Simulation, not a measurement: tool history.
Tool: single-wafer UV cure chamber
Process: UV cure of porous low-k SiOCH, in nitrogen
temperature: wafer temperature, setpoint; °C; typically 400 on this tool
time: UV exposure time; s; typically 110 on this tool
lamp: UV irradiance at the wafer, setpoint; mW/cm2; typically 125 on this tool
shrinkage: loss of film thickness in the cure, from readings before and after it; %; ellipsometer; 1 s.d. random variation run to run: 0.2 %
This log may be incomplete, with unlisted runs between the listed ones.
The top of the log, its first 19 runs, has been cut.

{"run": 20, "day": 20.938, "temperature": 405, "time": 145, "lamp": 125, "shrinkage": 12.405}
{"day": 21.925, "done": "quartz window cleaned"}
{"run": 21, "day": 21.946, "temperature": 400, "time": 60, "lamp": 154, "shrinkage": 10.086}
{"run": 22, "day": 22.754, "temperature": 400, "time": 110, "lamp": 125, "shrinkage": 11.927}
{"run": 23, "day": 23.617, "temperature": 400, "time": 55, "lamp": 98, "shrinkage": 7.324}
{"run": 24, "day": 24.442, "temperature": 406, "time": 145, "lamp": 148, "shrinkage": 13.885}
{"run": 25, "day": 25.275, "temperature": 400, "time": 110, "lamp": 114, "shrinkage": 10.959}
{"day": 25.971, "done": "UV bulbs replaced"}
{"run": 26, "day": 25.992, "temperature": 415, "time": 60, "lamp": 91, "shrinkage": 7.335}
{"run": 27, "day": 29.792, "temperature": 413, "time": 110, "lamp": 89, "shrinkage": 9.65}
{"run": 28, "day": 30.762, "temperature": 400, "time": 55, "lamp": 104, "shrinkage": 6.944}
{"run": 29, "day": 31.754, "temperature": 411, "time": 110, "lamp": 112, "shrinkage": 10.658}
{"run": 30, "day": 32.612, "temperature": 411, "time": 85, "lamp": 152, "shrinkage": 10.905}
{"run": 31, "day": 33.15, "temperature": 400, "time": 65, "lamp": 148, "shrinkage": 9.279}
{"run": 32, "day": 34.521, "temperature": 400, "time": 110, "lamp": 125, "shrinkage": 10.822}
{"run": 33, "day": 35.254, "temperature": 400, "time": 110, "lamp": 125, "shrinkage": 10.865}
{"run": 34, "day": 36.417, "temperature": 410, "time": 50, "lamp": 140, "shrinkage": 7.783}

Consider 5 possible next runs. They are alternatives, not a sequence: every one starts from the tool as it was left by run 34. What does each give?
{"run": "A", "day": 36.433, "temperature": 400, "time": 110, "lamp": 125, "shrinkage": "?"}
{"run": "B", "day": 36.433, "temperature": 383, "time": 130, "lamp": 105, "shrinkage": "?"}
{"run": "C", "day": 36.433, "temperature": 400, "time": 130, "lamp": 125, "shrinkage": "?"}
{"run": "D", "day": 36.433, "temperature": 400, "time": 85, "lamp": 125, "shrinkage": "?"}
{"run": "E", "day": 36.433, "temperature": 400, "time": 160, "lamp": 147, "shrinkage": "?"}

run=A shrinkage=11.042
run=B shrinkage=10.665
run=C shrinkage=11.897
run=D shrinkage=9.742
run=E shrinkage=13.831
Had the tool no hidden state, the same runs would have come out as:
run=A shrinkage=12.143
run=B shrinkage=11.760
run=C shrinkage=13.012
run=D shrinkage=10.823
run=E shrinkage=14.987
